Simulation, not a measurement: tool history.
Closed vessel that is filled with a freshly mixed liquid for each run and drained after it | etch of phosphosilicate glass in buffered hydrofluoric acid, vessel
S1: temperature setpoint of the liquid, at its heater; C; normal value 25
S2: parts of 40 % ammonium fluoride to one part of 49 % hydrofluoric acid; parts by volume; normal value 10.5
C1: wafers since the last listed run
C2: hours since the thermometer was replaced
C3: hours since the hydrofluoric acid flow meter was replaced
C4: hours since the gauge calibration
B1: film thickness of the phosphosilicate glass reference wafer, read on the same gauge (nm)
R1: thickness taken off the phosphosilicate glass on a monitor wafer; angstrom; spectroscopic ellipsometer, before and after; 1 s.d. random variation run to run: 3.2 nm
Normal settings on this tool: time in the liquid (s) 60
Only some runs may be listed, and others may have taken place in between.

Run 1, hour 0: usual settings but S2 12.5 parts by volume; C1 0; C2 1604.3; C3 895; C4 3346; B1 28.73. Result: R1 3551.8 angstrom.
Run 2, hour 57.3: usual settings but S1 24 C, S2 12.5 parts by volume; C1 4110; C2 1661.6; C3 952.3; C4 3403.3; B1 28.72. Result: R1 3326.1 angstrom.
Run 3, hour 104.2: usual settings but S1 23.5 C, S2 11.5 parts by volume; C1 3364; C2 1708.5; C3 999.2; C4 3450.2; B1 28.64. Result: R1 3537.4 angstrom.
Run 4, hour 174.6: usual settings; C1 5050; C2 1778.9; C3 1069.6; C4 3520.6; B1 28.61. Result: R1 4216.5 angstrom.
Run 5, hour 278.6: usual settings; C1 7460; C2 1882.9; C3 1173.6; C4 3624.6; B1 28.53. Result: R1 4192.8 angstrom.
Run 6, hour 330.2: usual settings; C1 3701; C2 1934.5; C3 1225.2; C4 3676.2; B1 28.5. Result: R1 4160.3 angstrom.
Run 7, hour 422.6: usual settings; C1 6628; C2 2026.9; C3 1317.6; C4 3768.6; B1 28.46. Result: R1 4136.9 angstrom.
Run 8, hour 470.6: usual settings but S1 21 C, S2 8.5 parts by volume, time in the liquid (s) 50; C1 3443; C2 2074.9; C3 1365.6; C4 3816.6; B1 28.4. Result: R1 3306.5 angstrom.
Run 9, hour 535.8: usual settings; C1 4677; C2 2140.1; C3 1430.8; C4 3881.8; B1 28.35. Result: R1 4135.5 angstrom.
Run 10, hour 575: usual settings but S1 23.5 C, S2 13 parts by volume, time in the liquid (s) 90; C1 2812; C2 2179.3; C3 1470; C4 3921; B1 28.31. Result: R1 4571.4 angstrom.
Run 11, hour 653.3: usual settings but S1 20.5 C, S2 13.5 parts by volume, time in the liquid (s) 70; C1 5616; C2 2257.6; C3 1548.3; C4 3999.3; B1 28.26. Result: R1 2997 angstrom.
Run 12, hour 723.1: usual settings but S1 26.5 C, S2 12 parts by volume, time in the liquid (s) 85; C1 5007; C2 2327.4; C3 1618.1; C4 4069.1; B1 28.24. Result: R1 5570.4 angstrom.
At hour 727.9: hydrofluoric acid flow meter replaced.
Run 13, hour 808.3: usual settings but S1 27.5 C; C1 6040; C2 2412.6; C3 80.4; C4 4154.3; B1 28.15. Result: R1 4713.1 angstrom.
Run 14, hour 876.1: usual settings but S2 6.5 parts by volume, time in the liquid (s) 85; C1 4863; C2 2480.4; C3 148.2; C4 4222.1; B1 28.08. Result: R1 9109.5 angstrom.
Run 15, hour 951.6: usual settings but S1 27.5 C, S2 14 parts by volume, time in the liquid (s) 90; C1 5416; C2 2555.9; C3 223.7; C4 4297.6; B1 28.02. Result: R1 5352.9 angstrom.
Run 16, hour 1037: usual settings; C1 6126; C2 2641.3; C3 309.1; C4 4383; B1 27.96. Result: R1 4126.7 angstrom.

Run 17, settings as shown, results not yet in. Your forecast:
At hour 1073: gauge calibrated.
Run 17, hour 1074.7: usual settings but S1 28 C, S2 6.5 parts by volume, time in the liquid (s) 90; C1 2704; C2 2679; C3 346.8; C4 1.7; B1 ?. Result: R1 ?.

{"run 17": {"B1": 29.93, "R1": 12073.2}}
On a tool with no hidden condition, and with the same random variation, this run would have come out at R1 12121.3 angstrom.

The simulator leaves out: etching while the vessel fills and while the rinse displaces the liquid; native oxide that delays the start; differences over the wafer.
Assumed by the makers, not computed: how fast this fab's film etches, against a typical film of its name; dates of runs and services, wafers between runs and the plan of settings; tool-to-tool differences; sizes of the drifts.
